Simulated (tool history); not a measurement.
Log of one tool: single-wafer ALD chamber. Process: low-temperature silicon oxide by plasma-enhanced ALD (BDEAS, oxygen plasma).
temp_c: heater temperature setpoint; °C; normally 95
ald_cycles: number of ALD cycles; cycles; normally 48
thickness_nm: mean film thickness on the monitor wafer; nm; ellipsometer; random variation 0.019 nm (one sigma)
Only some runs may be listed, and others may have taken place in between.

| run | hour | temp_c | ald_cycles | wafers since the last listed run | hours since the last thermocouple change | hours since the gauge calibration | read-back reference wafer on the same gauge, thickness_nm | thickness_nm |
|---|---|---|---|---|---|---|---|---|
| 1 | 0.0 | 92 | 48 | 0 | 1052.4 | 216.1 | 7.762 | 7.594 |
| 2 | 14.5 | 92 | 48 | 87 | 1066.9 | 230.6 | 7.756 | 7.587 |
| 3 | 25.5 | 92 | 48 | 66 | 1077.9 | 241.6 | 7.759 | 7.603 |
| 4 | 32.7 | 88 | 54 | 43 | 1085.1 | 248.8 | 7.758 | 8.652 |
| 5 | 45.0 | 95 | 48 | 74 | 1097.4 | 261.1 | 7.758 | 7.503 |
| 6 | 62.2 | 95 | 48 | 104 | 1114.6 | 278.3 | 7.757 | 7.505 |
| 7 | 76.0 | 95 | 48 | 83 | 1128.4 | 292.1 | 7.755 | 7.512 |
| 8 | 90.4 | 89 | 48 | 87 | 1142.8 | 306.5 | 7.763 | 7.679 |
| 9 | 102.1 | 90 | 48 | 70 | 1154.5 | 318.2 | 7.760 | 7.641 |
|  | 102.9 | gauge calibrated |
| 10 | 113.0 | 90 | 48 | 65 | 1165.4 | 10.1 | 7.756 | 7.639 |
| 11 | 130.9 | 90 | 48 | 108 | 1183.3 | 28.0 | 7.757 | 7.656 |
| 12 | 139.0 | 95 | 48 | 49 | 1191.4 | 36.1 | 7.762 | 7.450 |
| 13 | 152.7 | 95 | 48 | 82 | 1205.1 | 49.8 | 7.762 | 7.450 |
| 14 | 167.4 | 95 | 48 | 88 | 1219.8 | 64.5 | 7.765 | 7.489 |
| 15 | 178.5 | 95 | 48 | 67 | 1230.9 | 75.6 | 7.757 | 7.508 |
| 16 | 186.8 | 95 | 48 | 50 | 1239.2 | 83.9 | 7.756 | 7.497 |
|  | 209.4 | thermocouple changed; heater temperature recalibrated |
| 17 | 209.9 | 88 | 48 | 91 | 0.5 | 107.0 | 7.755 | 7.741 |
| 18 | 211.2 | 100 | 41 | 7 | 1.8 | 108.3 | 7.763 | 6.291 |
| 19 | 218.4 | 105 | 57 | 43 | 9.0 | 115.5 | 7.758 | 8.653 |
| 20 | 227.9 | 84 | 56 | 57 | 18.5 | 125.0 | 7.761 | 9.121 |
| 21 | 240.9 | 104 | 57 | 78 | 31.5 | 138.0 | 7.760 | 8.659 |
| 22 | 250.1 | 95 | 48 | 55 | 40.7 | 147.2 | 7.763 | 7.491 |
| 23 | 258.5 | 95 | 48 | 50 | 49.1 | 155.6 | 7.758 | 7.508 |
| 24 | 269.6 | 95 | 41 | 67 | 60.2 | 166.7 | 7.761 | 6.434 |
| 25 | 278.6 | 88 | 48 | 54 | 69.2 | 175.7 | 7.756 | 7.673 |
| 26 | 291.1 | 109 | 48 | 75 | 81.7 | 188.2 | 7.760 | 7.237 |
| 27 | 303.4 | 84 | 53 | 74 | 94.0 | 200.5 | 7.764 | 8.633 |
| 28 | 312.0 | 109 | 48 | 52 | 102.6 | 209.1 | 7.761 | 7.227 |

What will run 29 give?
| 29 | 324.7 | 95 | 48 | 76 | 115.3 | 221.8 | ? | ? |

{"run 29": {"read-back reference wafer on the same gauge, thickness_nm": 7.763, "thickness_nm": 7.493}}
Had the tool carried no hidden state, the very same run would have given thickness_nm 7.493 nm.

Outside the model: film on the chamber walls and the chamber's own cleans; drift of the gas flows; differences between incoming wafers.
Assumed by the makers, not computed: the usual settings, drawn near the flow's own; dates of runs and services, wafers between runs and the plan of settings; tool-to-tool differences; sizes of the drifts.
